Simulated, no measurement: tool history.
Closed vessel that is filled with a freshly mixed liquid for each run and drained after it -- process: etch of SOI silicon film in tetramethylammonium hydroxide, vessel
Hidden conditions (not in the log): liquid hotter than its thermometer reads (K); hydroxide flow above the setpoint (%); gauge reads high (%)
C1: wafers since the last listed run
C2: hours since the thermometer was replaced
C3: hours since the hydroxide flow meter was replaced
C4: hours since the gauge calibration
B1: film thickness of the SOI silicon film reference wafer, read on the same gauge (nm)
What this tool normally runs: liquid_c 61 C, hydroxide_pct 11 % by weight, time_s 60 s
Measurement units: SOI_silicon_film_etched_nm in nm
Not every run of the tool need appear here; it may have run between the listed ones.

Run 1, hour 0: usual settings; C1 0; C2 2572.9; C3 1665.2; C4 470.1; B1 116.86. Result: SOI_silicon_film_etched_nm 210.33 nm.
Run 2, hour 15.3: usual settings; C1 1585; C2 2588.2; C3 1680.5; C4 485.4; B1 116.83. Result: SOI_silicon_film_etched_nm 208.37 nm.
Run 3, hour 107.3: usual settings but hydroxide_pct 8.5 % by weight; C1 9530; C2 2680.2; C3 1772.5; C4 577.4; B1 116.58. Result: SOI_silicon_film_etched_nm 227.79 nm.
Run 4, hour 131.6: usual settings but hydroxide_pct 8.5 % by weight; C1 2517; C2 2704.5; C3 1796.8; C4 601.7; B1 116.52. Result: SOI_silicon_film_etched_nm 225.27 nm.
Run 5, hour 160.6: usual settings but hydroxide_pct 8.5 % by weight; C1 3004; C2 2733.5; C3 1825.8; C4 630.7; B1 116.49. Result: SOI_silicon_film_etched_nm 230.14 nm.
Run 6, hour 179.8: usual settings; C1 1989; C2 2752.7; C3 1845; C4 649.9; B1 116.45. Result: SOI_silicon_film_etched_nm 210.13 nm.
Run 7, hour 201.5: usual settings but hydroxide_pct 12 % by weight; C1 2248; C2 2774.4; C3 1866.7; C4 671.6; B1 116.4. Result: SOI_silicon_film_etched_nm 201.7 nm.
Run 8, hour 234.9: usual settings but hydroxide_pct 12 % by weight; C1 3460; C2 2807.8; C3 1900.1; C4 705; B1 116.35. Result: SOI_silicon_film_etched_nm 205.41 nm.
Run 9, hour 252.8: usual settings but liquid_c 65.5 C; C1 1854; C2 2825.7; C3 1918; C4 722.9; B1 116.34. Result: SOI_silicon_film_etched_nm 276.09 nm.
Run 10, hour 286.2: usual settings but liquid_c 65.5 C; C1 3460; C2 2859.1; C3 1951.4; C4 756.3; B1 116.28. Result: SOI_silicon_film_etched_nm 277.65 nm.
Run 11, hour 316.8: usual settings but liquid_c 65.5 C; C1 3170; C2 2889.7; C3 1982; C4 786.9; B1 116.23. Result: SOI_silicon_film_etched_nm 270.44 nm.
Run 12, hour 351.1: usual settings but liquid_c 57 C; C1 3553; C2 2924; C3 2016.3; C4 821.2; B1 116.23. Result: SOI_silicon_film_etched_nm 161.93 nm.
At hour 354.7: thermometer replaced.
Run 13, hour 365.9: usual settings but liquid_c 57 C; C1 1429; C2 11.2; C3 2031.1; C4 836; B1 116.21. Result: SOI_silicon_film_etched_nm 161.74 nm.
Run 14, hour 383.5: usual settings; C1 1823; C2 28.8; C3 2048.7; C4 853.6; B1 116.18. Result: SOI_silicon_film_etched_nm 207.2 nm.
At hour 384.4: gauge calibrated.
At hour 387: hydroxide flow meter replaced.
Run 15, hour 400.1: usual settings but hydroxide_pct 14 % by weight; C1 1616; C2 45.4; C3 13.1; C4 15.7; B1 120.26. Result: SOI_silicon_film_etched_nm 194.97 nm.
Run 16, hour 421.1: usual settings but liquid_c 64 C, hydroxide_pct 8 % by weight, time_s 30 s; C1 2175; C2 66.4; C3 34.1; C4 36.7; B1 119.95. Result: SOI_silicon_film_etched_nm 145.09 nm.
Run 17, hour 473.4: usual settings but liquid_c 57 C; C1 5418; C2 118.7; C3 86.4; C4 89; B1 119.34. Result: SOI_silicon_film_etched_nm 166.02 nm.
Run 18, hour 493.4: usual settings but hydroxide_pct 8.5 % by weight; C1 2071; C2 138.7; C3 106.4; C4 109; B1 119.09. Result: SOI_silicon_film_etched_nm 234.25 nm.
Run 19, hour 526.1: usual settings but liquid_c 65 C; C1 3387; C2 171.4; C3 139.1; C4 141.7; B1 118.78. Result: SOI_silicon_film_etched_nm 272.07 nm.
Run 20, hour 542.7: usual settings but liquid_c 68.5 C, hydroxide_pct 13.5 % by weight, time_s 35 s; C1 1719; C2 188; C3 155.7; C4 158.3; B1 118.64. Result: SOI_silicon_film_etched_nm 179.56 nm.
Run 21, hour 555: usual settings but hydroxide_pct 8.5 % by weight; C1 1274; C2 200.3; C3 168; C4 170.6; B1 118.5. Result: SOI_silicon_film_etched_nm 235.37 nm.
Run 22, hour 584.7: usual settings; C1 3076; C2 230; C3 197.7; C4 200.3; B1 118.26. Result: SOI_silicon_film_etched_nm 211.9 nm.
Run 23, hour 609.7: usual settings but liquid_c 53 C, hydroxide_pct 7.5 % by weight, time_s 90 s; C1 2589; C2 255; C3 222.7; C4 225.3; B1 118.08. Result: SOI_silicon_film_etched_nm 216.91 nm.
Run 24, hour 631.2: usual settings; C1 2227; C2 276.5; C3 244.2; C4 246.8; B1 117.95. Result: SOI_silicon_film_etched_nm 211.14 nm.
Run 25, hour 648.4: usual settings but liquid_c 67.5 C, time_s 40 s; C1 1781; C2 293.7; C3 261.4; C4 264; B1 117.85. Result: SOI_silicon_film_etched_nm 212.31 nm.
Run 26, hour 668.6: usual settings but liquid_c 54 C, hydroxide_pct 8.5 % by weight, time_s 30 s; C1 2092; C2 313.9; C3 281.6; C4 284.2; B1 117.7. Result: SOI_silicon_film_etched_nm 74.39 nm.
Run 27, hour 689: usual settings but liquid_c 65 C, hydroxide_pct 14.5 % by weight, time_s 80 s; C1 2113; C2 334.3; C3 302; C4 304.6; B1 117.61. Result: SOI_silicon_film_etched_nm 315.34 nm.
Run 28, hour 743.1: usual settings but liquid_c 53.5 C, hydroxide_pct 10 % by weight, time_s 80 s; C1 5604; C2 388.4; C3 356.1; C4 358.7; B1 117.33. Result: SOI_silicon_film_etched_nm 177.96 nm.

What if the next run were any one of these 4? Each begins from the tool's condition after run 28:
Run A, hour 743.8: usual settings; C1 72; C2 389.1; C3 356.8; C4 359.4; B1 ?. Result: SOI_silicon_film_etched_nm ?.
Run B, hour 743.8: usual settings but time_s 30 s; C1 72; C2 389.1; C3 356.8; C4 359.4; B1 ?. Result: SOI_silicon_film_etched_nm ?.
Run C, hour 743.8: usual settings but liquid_c 55.5 C, time_s 50 s; C1 72; C2 389.1; C3 356.8; C4 359.4; B1 ?. Result: SOI_silicon_film_etched_nm ?.
Run D, hour 743.8: usual settings but hydroxide_pct 9.5 % by weight; C1 72; C2 389.1; C3 356.8; C4 359.4; B1 ?. Result: SOI_silicon_film_etched_nm ?.

run      B1  SOI_silicon_film_etched_nm
  A  117.34                      210.93
  B  117.34                      105.47
  C  117.34                      124.08
  D  117.34                      222.43
Without the tool's hidden state the same runs would have given:
run  SOI_silicon_film_etched_nm
  A                      215.74
  B                      107.87
  C                      126.91
  D                      227.49

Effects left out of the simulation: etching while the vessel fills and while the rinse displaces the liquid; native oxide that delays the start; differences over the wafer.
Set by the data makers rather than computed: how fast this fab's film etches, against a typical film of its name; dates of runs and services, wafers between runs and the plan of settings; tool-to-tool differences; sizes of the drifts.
